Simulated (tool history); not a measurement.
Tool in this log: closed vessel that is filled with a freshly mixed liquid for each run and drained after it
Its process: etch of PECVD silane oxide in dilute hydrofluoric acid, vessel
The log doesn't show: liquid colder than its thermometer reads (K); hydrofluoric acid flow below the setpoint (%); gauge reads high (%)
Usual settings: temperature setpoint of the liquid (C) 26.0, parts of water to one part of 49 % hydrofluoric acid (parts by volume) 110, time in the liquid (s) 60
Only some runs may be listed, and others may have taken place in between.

run     day  temperature setpoint of the liquid (C)  parts of water to one part of 49 % hydrofluoric acid (parts by volume)  time in the liquid (s)  wafers since the last listed run  hours since the thermometer was replaced  hours since the hydrofluoric acid flow meter was replaced  hours since the gauge calibration  read-back film thickness of the PECVD silane oxide reference wafer, read on the same gauge (nm)  thickness taken off the PECVD silane oxide on a monitor wafer (angstrom)
  1   0.000                                    26.0                                                                     110                      60                                 0                                     830.8                                                      807.6                              184.4                                                                                           130.90                                                                     277.9
  2   2.246                                    26.0                                                                     110                      60                              6462                                     884.7                                                      861.5                              238.3                                                                                           131.20                                                                     278.6
  3   7.175                                    26.0                                                                     110                      60                             14183                                    1003.0                                                      979.8                              356.6                                                                                           131.81                                                                     281.0
  4   8.908                                    26.0                                                                     110                      60                              4987                                    1044.6                                                     1021.4                              398.2                                                                                           132.02                                                                     283.3
     10.512  -- gauge calibrated
     10.750  -- hydrofluoric acid flow meter replaced
  5  10.854                                    26.0                                                                     110                      60                              5479                                    1091.3                                                        2.5                                8.2                                                                                           129.86                                                                     276.3
  6  13.250                                    26.0                                                                     110                      45                              6893                                    1148.8                                                       60.0                               65.7                                                                                           130.15                                                                     211.2
  7  15.262                                    26.0                                                                     110                      45                              5790                                    1197.1                                                      108.3                              114.0                                                                                           130.42                                                                     208.9
  8  17.362                                    26.0                                                                     125                      30                              6042                                    1247.5                                                      158.7                              164.4                                                                                           130.70                                                                     121.7
  9  18.588                                    26.0                                                                     110                      60                              3524                                    1276.9                                                      188.1                              193.8                                                                                           130.82                                                                     278.2
 10  20.171                                    26.0                                                                     155                      45                              4555                                    1314.9                                                      226.1                              231.8                                                                                           131.02                                                                     142.1
     21.267  -- thermometer replaced
 11  22.300                                    26.0                                                                     110                      60                              6006                                      24.8                                                      277.2                              282.9                                                                                           131.32                                                                     278.9
 12  25.233                                    24.0                                                                      85                      60                              8440                                      95.2                                                      347.6                              353.3                                                                                           131.66                                                                     348.7
 13  26.317                                    22.0                                                                     150                      40                              3117                                     121.2                                                      373.6                              379.3                                                                                           131.82                                                                     113.2
 14  27.629                                    23.0                                                                      95                      60                              3776                                     152.7                                                      405.1                              410.8                                                                                           131.99                                                                     296.8
 15  29.412                                    26.0                                                                      80                      60                              5131                                     195.5                                                      447.9                              453.6                                                                                           132.18                                                                     408.0
 16  31.354                                    26.0                                                                     110                      75                              5586                                     242.1                                                      494.5                              500.2                                                                                           132.42                                                                     351.3

Alternative continuations, all from the tool just after run 16; predict every row:
  A  31.383                                    26.0                                                                     160                      60                                83                                     242.8                                                      495.2                              500.9                                                                                                ?                                                                         ?
  B  31.383                                    30.0                                                                     135                      60                                83                                     242.8                                                      495.2                              500.9                                                                                                ?                                                                         ?
  C  31.383                                    24.5                                                                      75                      30                                83                                     242.8                                                      495.2                              500.9                                                                                                ?                                                                         ?
  D  31.383                                    24.0                                                                      70                      80                                83                                     242.8                                                      495.2                              500.9                                                                                                ?                                                                         ?

run  read-back film thickness of the PECVD silane oxide reference wafer, read on the same gauge (nm)  thickness taken off the PECVD silane oxide on a monitor wafer (angstrom)
  A                                                                                           132.44                                                                     183.9
  B                                                                                           132.44                                                                     260.6
  C                                                                                           132.44                                                                     205.6
  D                                                                                           132.44                                                                     579.3
Without the tool's hidden state the same runs would have given:
run  thickness taken off the PECVD silane oxide on a monitor wafer (angstrom)
  A                                                                     180.5
  B                                                                     255.8
  C                                                                     201.8
  D                                                                     568.7
